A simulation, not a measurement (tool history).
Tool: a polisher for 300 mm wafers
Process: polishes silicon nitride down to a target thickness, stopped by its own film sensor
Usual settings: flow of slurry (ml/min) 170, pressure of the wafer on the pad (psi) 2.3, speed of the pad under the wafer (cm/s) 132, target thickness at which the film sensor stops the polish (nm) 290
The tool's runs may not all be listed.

run,day,flow of slurry (ml/min),pressure of the wafer on the pad (psi),speed of the pad under the wafer (cm/s),target thickness at which the film sensor stops the polish (nm),"incoming thickness of the incoming film, nm",time until the film sensor stopped the polish (s)
1,0.000,170,1.8,132,316,397.9,58.2
2,1.421,170,1.8,132,316,397.7,60.4
# day 2.204: worn pad replaced by a new one
3,2.758,170,2.0,132,290,393.3,63.7
4,4.096,170,2.0,132,290,399.4,67.2
5,5.021,170,2.0,132,290,403.6,72.2
6,6.438,170,2.3,162,290,400.2,54.1
7,6.967,170,2.3,162,290,394.8,51.3
8,8.425,170,2.3,162,290,406.0,57.2
9,9.192,170,2.3,132,290,402.1,67.3
# day 9.942: worn pad replaced by a new one
10,9.962,170,2.3,132,290,403.8,63.0
11,11.208,170,2.3,132,290,403.9,62.4
12,12.104,170,2.3,132,305,400.1,52.4
13,13.004,170,2.3,132,305,396.7,51.8
14,13.783,170,2.3,132,290,402.2,64.4
15,15.075,170,2.3,132,290,398.7,63.3
# day 15.188: slurry nozzle cleaned
# day 15.942: head pressure recalibrated
16,16.238,170,2.3,132,290,391.1,60.4
# day 17.421: worn pad replaced by a new one
17,17.733,170,2.3,110,298,401.5,64.3
18,18.788,170,2.3,110,298,403.5,67.0
19,19.646,140,2.9,110,300,401.8,54.6
20,20.988,170,2.5,132,290,405.3,58.7
21,21.546,210,1.9,110,326,399.2,53.5
22,22.617,170,2.3,88,323,392.5,54.9
23,23.154,170,2.3,132,290,402.0,64.7
24,24.271,170,2.3,132,265,404.7,83.3
25,25.767,170,3.0,168,260,405.5,58.9
# day 26.612: worn pad replaced by a new one
26,26.721,170,1.9,132,313,398.4,54.6
# day 30.467: slurry nozzle cleaned
27,30.488,150,2.1,96,328,400.2,56.7
28,31.754,170,2.3,132,290,407.3,68.4
29,33.075,170,2.3,132,290,400.1,64.1
30,33.704,170,2.3,132,290,395.3,63.7
31,34.375,170,2.3,132,312,399.7,53.9
# day 34.921: worn pad replaced by a new one
32,35.329,170,2.3,90,290,394.2,77.4
33,37.088,170,2.6,132,290,399.7,53.2
34,37.942,170,2.3,132,271,399.8,71.5
35,38.958,215,1.8,156,274,399.1,73.1
36,40.096,130,2.3,132,290,398.1,65.2

3 ways to go on from here, each from the tool as it stands after run 36. What would each give?
A,40.112,170,2.3,132,290,402.8,?
B,40.112,215,2.6,132,290,402.8,?
C,40.112,170,1.6,132,290,402.8,?

run,time until the film sensor stopped the polish (s)
A,64.8
B,56.3
C,87.5
Without the tool's hidden state the same runs would have given:
run,time until the film sensor stopped the polish (s)
A,61.4
B,53.3
C,82.9

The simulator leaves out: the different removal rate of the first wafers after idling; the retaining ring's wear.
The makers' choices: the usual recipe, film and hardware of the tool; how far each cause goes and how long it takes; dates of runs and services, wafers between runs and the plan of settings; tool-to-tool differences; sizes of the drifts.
